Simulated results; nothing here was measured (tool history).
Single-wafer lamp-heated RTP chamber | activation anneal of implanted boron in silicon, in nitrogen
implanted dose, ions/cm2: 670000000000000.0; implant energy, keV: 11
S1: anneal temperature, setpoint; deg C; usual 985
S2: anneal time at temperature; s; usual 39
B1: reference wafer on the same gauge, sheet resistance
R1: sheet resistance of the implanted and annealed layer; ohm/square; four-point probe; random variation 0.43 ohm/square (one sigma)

Run 1, day 0.000: usual settings but S1 978 deg C; B1 171.86. Result: R1 187.19 ohm/square.
Run 2, day 0.383: usual settings but S1 978 deg C; B1 171.84. Result: R1 186.87 ohm/square.
Run 3, day 0.971: usual settings but S1 978 deg C; B1 172.10. Result: R1 186.62 ohm/square.
Run 4, day 1.596: usual settings; B1 171.80. Result: R1 185.28 ohm/square.
Run 5, day 2.304: usual settings but S1 998 deg C; B1 171.92. Result: R1 182.70 ohm/square.
Run 6, day 2.600: usual settings but S1 998 deg C; B1 171.84. Result: R1 182.67 ohm/square.
Run 7, day 2.929: usual settings but S1 998 deg C; B1 171.98. Result: R1 183.05 ohm/square.
Run 8, day 3.421: usual settings; B1 171.98. Result: R1 183.83 ohm/square.
Run 9, day 3.917: usual settings; B1 172.04. Result: R1 184.55 ohm/square.
At day 4.796: reflector plate cleaned.
Run 10, day 4.817: usual settings; B1 172.06. Result: R1 184.70 ohm/square.
Run 11, day 4.929: usual settings; B1 171.97. Result: R1 184.07 ohm/square.
Run 12, day 5.512: usual settings; B1 172.00. Result: R1 185.07 ohm/square.
At day 6.279: gauge calibrated.
At day 6.346: pyrometer window cleaned and pyrometer calibrated.
Run 13, day 6.367: usual settings; B1 172.02. Result: R1 188.45 ohm/square.
Run 14, day 6.767: usual settings; B1 172.15. Result: R1 187.92 ohm/square.
Run 15, day 8.462: usual settings but S1 966 deg C, S2 59 s; B1 172.08. Result: R1 194.68 ohm/square.
Run 16, day 9.067: usual settings but S2 53 s; B1 172.04. Result: R1 185.96 ohm/square.
Run 17, day 9.396: usual settings but S1 994 deg C, S2 47 s; B1 172.05. Result: R1 183.73 ohm/square.
Run 18, day 9.879: usual settings but S1 956 deg C, S2 56 s; B1 172.07. Result: R1 202.80 ohm/square.
Run 19, day 10.388: usual settings; B1 172.04. Result: R1 186.23 ohm/square.
Run 20, day 11.058: usual settings; B1 171.94. Result: R1 186.09 ohm/square.
Run 21, day 11.725: usual settings but S1 958 deg C, S2 32 s; B1 171.92. Result: R1 203.85 ohm/square.

The next listed run, before its measurement:
Run 22, day 12.142: usual settings but S1 1011 deg C, S2 23 s; B1 ?. Result: R1 ?.

{"run 22": {"B1": 172.03, "R1": 183.04}}
Without the tool's hidden state the same run would have given R1 184.05 ohm/square.
